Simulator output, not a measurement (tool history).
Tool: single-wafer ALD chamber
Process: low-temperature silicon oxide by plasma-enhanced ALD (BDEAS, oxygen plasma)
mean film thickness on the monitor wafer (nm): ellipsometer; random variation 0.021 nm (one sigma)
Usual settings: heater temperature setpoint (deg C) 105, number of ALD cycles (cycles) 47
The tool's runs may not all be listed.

| run | hour | heater temperature setpoint (deg C) | number of ALD cycles (cycles) | read-back reference wafer on the same gauge, thickness_nm | mean film thickness on the monitor wafer (nm) |
|---|---|---|---|---|---|
| 1 | 0 | 105 | 47 | 8.027 | 6.867 |
| 2 | 71.3 | 105 | 47 | 8.034 | 6.838 |
| 3 | 142.8 | 105 | 47 | 8.031 | 6.887 |
| 4 | 190.9 | 105 | 47 | 8.045 | 6.817 |
| 5 | 217.4 | 105 | 47 | 8.042 | 6.883 |
| 6 | 263.2 | 105 | 47 | 8.046 | 6.904 |
| 7 | 308.3 | 105 | 47 | 8.053 | 6.846 |
| 8 | 344.3 | 95 | 47 | 8.054 | 7.042 |
| 9 | 412.7 | 105 | 47 | 8.064 | 6.852 |
| 10 | 438.2 | 105 | 47 | 8.06 | 6.848 |
| 11 | 481.3 | 105 | 47 | 8.068 | 6.889 |
| 12 | 548.9 | 105 | 47 | 8.065 | 6.904 |
| 13 | 607.2 | 105 | 47 | 8.068 | 6.892 |
| 14 | 664.8 | 105 | 47 | 8.069 | 6.902 |
| 15 | 711 | 99 | 47 | 8.076 | 6.974 |
| 16 | 774.5 | 105 | 47 | 8.07 | 6.857 |
|  | 826 | thermocouple changed; heater temperature recalibrated |
| 17 | 826.3 | 118 | 47 | 8.071 | 6.75 |
| 18 | 855.3 | 105 | 47 | 8.081 | 6.897 |
| 19 | 908.6 | 94 | 42 | 8.077 | 6.278 |
| 20 | 939.4 | 105 | 47 | 8.081 | 6.907 |
|  | 958.9 | gauge calibrated |
| 21 | 1000.7 | 105 | 47 | 7.858 | 6.743 |
| 22 | 1060 | 114 | 40 | 7.88 | 5.632 |
| 23 | 1086 | 105 | 42 | 7.891 | 6.039 |
| 24 | 1126.1 | 111 | 39 | 7.906 | 5.586 |
| 25 | 1171.4 | 110 | 44 | 7.919 | 6.287 |
| 26 | 1214.7 | 105 | 47 | 7.94 | 6.792 |
| 27 | 1282.9 | 109 | 44 | 7.952 | 6.317 |
| 28 | 1431.9 | 117 | 52 | 7.989 | 7.392 |
| 29 | 1479.7 | 116 | 56 | 7.997 | 7.982 |
| 30 | 1526.6 | 118 | 39 | 8.02 | 5.553 |
| 31 | 1551.6 | 113 | 54 | 8.016 | 7.752 |
| 32 | 1592.9 | 105 | 47 | 8.032 | 6.845 |
| 33 | 1627.5 | 94 | 53 | 8.029 | 7.946 |

4 ways to go on from here, each from the tool as it stands after run 33. What would each give?
| A | 1628 | 105 | 47 | ? | ? |
| B | 1628 | 99 | 43 | ? | ? |
| C | 1628 | 96 | 47 | ? | ? |
| D | 1628 | 110 | 47 | ? | ? |

| run | read-back reference wafer on the same gauge, thickness_nm | mean film thickness on the monitor wafer (nm) |
|---|---|---|
| A | 8.032 | 6.849 |
| B | 8.032 | 6.33 |
| C | 8.032 | 6.984 |
| D | 8.032 | 6.794 |
Without the tool's hidden state the same runs would have given:
| run | mean film thickness on the monitor wafer (nm) |
|---|---|
| A | 6.65 |
| B | 6.145 |
| C | 6.781 |
| D | 6.596 |

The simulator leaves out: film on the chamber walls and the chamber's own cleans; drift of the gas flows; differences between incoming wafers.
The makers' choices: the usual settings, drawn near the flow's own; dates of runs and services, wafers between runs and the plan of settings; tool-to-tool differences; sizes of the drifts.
